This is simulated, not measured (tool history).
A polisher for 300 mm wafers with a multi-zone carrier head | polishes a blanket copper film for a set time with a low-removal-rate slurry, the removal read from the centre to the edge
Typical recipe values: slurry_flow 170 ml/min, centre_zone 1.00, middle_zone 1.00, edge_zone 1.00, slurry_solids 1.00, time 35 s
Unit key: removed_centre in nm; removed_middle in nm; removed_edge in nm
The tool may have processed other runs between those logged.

run	hour	slurry_flow	centre_zone	middle_zone	edge_zone	slurry_solids	time	incoming thickness of the incoming film, nm	removed_centre	removed_middle	removed_edge
1	0.0	220	1.00	1.06	1.00	1.00	44	1276.0	157.8	162.4	157.1
2	32.4	170	1.00	1.00	1.00	0.90	32	1312.7	103.8	101.9	106.6
3	65.4	110	1.00	0.88	1.00	1.25	35	1312.2	105.5	95.4	114.0
4	82.1	170	1.00	1.00	1.00	1.00	35	1287.7	114.5	112.5	115.4
5	117.3	170	0.92	0.91	1.05	1.00	35	1302.9	103.8	100.4	118.5
6	135.6	170	0.90	1.06	0.91	0.85	35	1279.5	97.8	113.0	106.1
7	165.2	145	1.00	1.00	1.00	1.00	35	1277.4	106.2	104.6	112.6
# hour 171.2: worn pad replaced by a new one
8	199.9	150	1.00	1.00	1.04	1.10	29	1282.3	94.1	93.4	100.4
9	223.7	170	1.00	1.00	1.00	1.00	35	1287.4	112.2	113.7	116.9
10	247.4	170	1.00	1.00	1.00	1.00	35	1306.8	111.3	112.1	117.6
11	261.8	170	1.00	0.89	1.00	1.00	35	1288.9	111.4	100.6	116.6
12	285.1	190	1.00	1.00	1.00	1.00	35	1283.4	113.6	111.2	117.3
13	299.9	125	1.00	1.00	1.00	1.00	31	1271.8	86.9	87.5	96.3
14	313.5	170	1.00	1.00	1.00	1.25	35	1273.3	116.2	114.8	120.8
15	341.3	115	0.93	0.95	1.00	0.70	35	1288.2	81.9	84.6	96.8
16	370.4	170	1.00	1.00	1.00	0.85	43	1286.7	128.5	124.5	134.6
# hour 385.7: slurry nozzle cleaned
17	386.3	170	1.00	1.00	1.00	1.00	35	1304.2	115.5	113.5	117.4
18	404.9	170	0.95	1.00	1.06	0.85	31	1287.5	93.4	96.5	103.9
# hour 420.7: worn pad replaced by a new one
19	424.6	170	1.04	0.88	1.00	0.85	35	1279.8	121.4	103.4	120.1
20	449.8	215	0.89	1.05	1.00	0.90	35	1314.6	110.3	122.8	122.7
21	471.0	170	1.00	1.00	1.00	1.00	35	1308.9	116.9	115.5	120.1

Each row is a separate what-if for the run after 21, all from the same tool condition, not one after another. Results?
A	471.4	170	1.11	1.00	1.00	1.00	35	1291.5	?	?	?
B	471.4	225	0.93	1.00	0.91	1.00	27	1291.5	?	?	?
C	471.4	170	1.00	1.00	0.90	0.75	43	1291.5	?	?	?
D	471.4	170	1.00	1.00	0.95	1.30	35	1291.5	?	?	?
E	471.4	170	0.95	1.10	1.00	1.00	35	1291.5	?	?	?

run	removed_centre	removed_middle	removed_edge
A	129.2	114.6	120.2
B	88.4	93.2	92.1
C	134.0	132.1	131.8
D	123.5	121.8	124.6
E	110.6	124.4	120.1
Take away the tool's hidden state, keep each run's random variation, and the runs would have read:
run	removed_centre	removed_middle	removed_edge
A	138.5	122.4	127.4
B	93.9	98.8	97.2
C	143.6	141.1	139.7
D	132.3	130.0	132.0
E	118.5	132.8	127.2
